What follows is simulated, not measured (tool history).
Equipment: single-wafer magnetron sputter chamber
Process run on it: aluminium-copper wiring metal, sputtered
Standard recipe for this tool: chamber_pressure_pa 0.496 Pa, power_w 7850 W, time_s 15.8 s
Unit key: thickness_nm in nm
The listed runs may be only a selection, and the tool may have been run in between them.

run,day,chamber_pressure_pa,power_w,time_s,"read-back reference wafer on the same gauge, thickness_nm",thickness_nm
1,0.000,0.496,7850,15.8,246.019,225.972
2,0.279,0.496,7850,15.8,246.132,227.393
3,0.946,0.496,7850,15.8,246.030,226.800
4,1.500,0.496,7850,15.8,245.960,226.814
# day 1.942: sputter target and shields replaced
5,1.962,0.496,7850,15.8,246.080,232.264
6,2.329,0.496,7850,15.8,246.016,232.288
7,2.879,0.496,7850,15.8,246.025,230.954
8,3.550,0.496,7850,15.8,246.030,230.641
9,4.300,0.496,7850,15.8,245.902,230.469
10,4.783,0.496,7850,15.8,245.980,230.156
# day 4.912: gauge calibrated
11,5.096,0.496,7850,15.8,245.807,229.387
12,5.458,0.496,7850,15.8,246.092,230.511
13,6.133,0.496,7850,14.2,246.054,206.182
14,6.558,0.496,7850,15.8,246.027,229.767
15,7.133,0.496,7850,15.8,245.882,228.887
16,7.821,0.550,7850,17.4,245.882,243.199
17,8.317,0.637,9300,18.8,245.979,293.135
18,8.967,0.496,9750,13.2,246.115,238.057
19,9.425,0.496,7850,15.8,245.895,229.996
20,10.062,0.395,7100,13.6,245.870,191.961
21,10.554,0.496,6800,15.8,246.117,198.965
# day 11.312: magnet pack replaced
# day 11.600: sputter target and shields replaced
# day 11.621: capacitance manometer re-zeroed and calibrated
22,11.642,0.496,6400,15.0,245.956,171.622
23,11.888,0.414,7350,14.7,245.971,208.175
24,12.250,0.496,7850,15.8,245.908,221.648
25,12.671,0.496,8700,17.0,245.934,262.359
26,13.042,0.496,7850,15.8,245.815,219.294
27,13.338,0.652,6700,15.8,245.937,164.418
28,13.812,0.496,7300,13.8,245.933,178.194
29,14.512,0.601,7050,15.8,245.943,179.852
30,14.912,0.496,7850,15.8,246.089,219.236
31,15.467,0.321,8400,12.9,245.964,222.552

Below, each run's measurement less what the same run would have read without the hidden state. Both values contain the same run-to-run variation, but the gauge's scatter may not be the same in both:
Hidden conditions of the tool in this case: deposition rate above that of a new target (%); true argon pressure above the setpoint (%); gauge reads high (%).
run,thickness_nm
1,+4.654
2,+4.690
3,+4.714
4,+4.763
5,+10.536
6,+10.051
7,+9.381
8,+8.776
9,+8.275
10,+8.023
11,+7.869
12,+7.782
13,+6.806
14,+7.511
15,+7.418
16,+9.936
17,+15.864
18,+7.722
19,+7.500
20,+2.876
21,+6.610
22,+0.024
23,-0.376
24,-0.877
25,-1.674
26,-1.813
27,-1.524
28,-2.061
29,-2.461
30,-3.306
31,-3.768

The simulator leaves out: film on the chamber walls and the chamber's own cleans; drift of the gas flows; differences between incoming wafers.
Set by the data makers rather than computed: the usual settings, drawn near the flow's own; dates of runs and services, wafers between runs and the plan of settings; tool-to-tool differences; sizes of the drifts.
